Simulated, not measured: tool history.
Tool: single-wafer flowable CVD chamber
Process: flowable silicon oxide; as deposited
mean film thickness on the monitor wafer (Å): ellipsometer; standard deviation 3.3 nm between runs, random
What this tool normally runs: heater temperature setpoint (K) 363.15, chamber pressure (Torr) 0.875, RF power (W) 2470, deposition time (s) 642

run,hour,heater temperature setpoint (K),chamber pressure (Torr),RF power (W),deposition time (s),wafers since the last listed run,hours since the last thermocouple change,hours since the last RF generator calibration,hours since the last manometer calibration,hours since the showerhead was replaced,hours since the gauge calibration,"read-back reference wafer on the same gauge, thickness_nm",mean film thickness on the monitor wafer (Å)
1,0,363.15,0.875,2470,642,0,761,39.2,625,6040.9,223.2,673.671,6330.94
2,51.5,363.15,0.875,2470,642,174,812.5,90.7,676.5,6092.4,274.7,673.314,6310.26
3,214.9,363.15,0.875,2470,642,553,975.9,254.1,839.9,6255.8,438.1,671.698,6284.18
4,260.8,363.15,0.875,2470,736,155,1021.8,300,885.8,6301.7,484,671.432,7250.4
5,289.7,363.15,0.875,2470,736,97,1050.7,328.9,914.7,6330.6,512.9,671,7202.16
6,313.8,363.15,0.875,2470,736,81,1074.8,353,938.8,6354.7,537,668.873,7290.28
7,353.9,363.15,0.966,2470,642,135,1114.9,393.1,978.9,6394.8,577.1,670.636,6931.89
8,398.7,363.15,0.875,2470,642,151,1159.7,437.9,1023.7,6439.6,621.9,668.802,6290.94
9,433.7,363.15,0.875,2470,642,118,1194.7,472.9,1058.7,6474.6,656.9,668.428,6369.94
10,461.2,363.15,0.754,2470,642,93,1222.2,500.4,1086.2,6502.1,684.4,669.854,5445.05
# hour 474.1: showerhead replaced
# hour 521.3: capacitance manometer re-zeroed and calibrated
11,532.5,363.15,0.754,2470,642,187,1293.5,571.7,11.2,58.4,755.7,665.833,5452.82
12,598.5,363.15,0.754,2470,642,223,1359.5,637.7,77.2,124.4,821.7,664.87,5409.73
13,626.4,370.15,0.746,2470,642,94,1387.4,665.6,105.1,152.3,849.6,665.274,4313.6
14,680.7,376.15,1.033,2805,568,183,1441.7,719.9,159.4,206.6,903.9,665.63,4538.75
15,723.2,363.15,0.875,2470,642,143,1484.2,762.4,201.9,249.1,946.4,662.104,6234.17
# hour 736.6: thermocouple changed; heater temperature recalibrated
# hour 872: RF generator calibrated
16,900.6,363.15,0.73,2945,566,546,164,28.6,379.3,426.5,1123.8,659.669,4619.75
17,937.7,371.15,0.692,2870,574,125,201.1,65.7,416.4,463.6,1160.9,656.622,3520.96
18,982.2,363.15,0.875,2470,642,150,245.6,110.2,460.9,508.1,1205.4,657.925,6239.11
19,1007,363.15,0.875,2890,522,84,270.4,135,485.7,532.9,1230.2,654.709,5059.03
20,1041.9,374.15,0.775,2275,530,118,305.3,169.9,520.6,567.8,1265.1,654.307,3210.25
21,1101.1,357.15,1.079,2470,642,200,364.5,229.1,579.8,627,1324.3,652.805,8914.19
# hour 1111.6: gauge calibrated
22,1145.8,370.15,0.746,2470,642,151,409.2,273.8,624.5,671.7,34.2,673.8,4404.27
23,1203.4,371.15,0.695,2470,768,195,466.8,331.4,682.1,729.3,91.8,674.184,4753.58
24,1239,363.15,0.875,2890,522,120,502.4,367,717.7,764.9,127.4,673.217,5262.07
25,1452,376.15,1.033,2805,568,721,715.4,580,930.7,977.9,340.4,672.656,4551.75

What the log doesn't show, run by run:
wafer temperature above the value expected at the setpoint (K): 0 on each run
delivered RF power above the setpoint (%): 0 on each run
true pressure above the setpoint (%): 0 on each run
H1: gauge reads high (%)
run,H1
1,0.00433
2,-0.0417
3,-0.251
4,-0.327
5,-0.378
6,-0.424
7,-0.504
8,-0.601
9,-0.681
10,-0.747
11,-0.931
12,-1.12
13,-1.2
14,-1.37
15,-1.51
16,-2.17
17,-2.33
18,-2.51
19,-2.62
20,-2.78
21,-3.05
22,0.231
23,0.218
24,0.204
25,0.0251

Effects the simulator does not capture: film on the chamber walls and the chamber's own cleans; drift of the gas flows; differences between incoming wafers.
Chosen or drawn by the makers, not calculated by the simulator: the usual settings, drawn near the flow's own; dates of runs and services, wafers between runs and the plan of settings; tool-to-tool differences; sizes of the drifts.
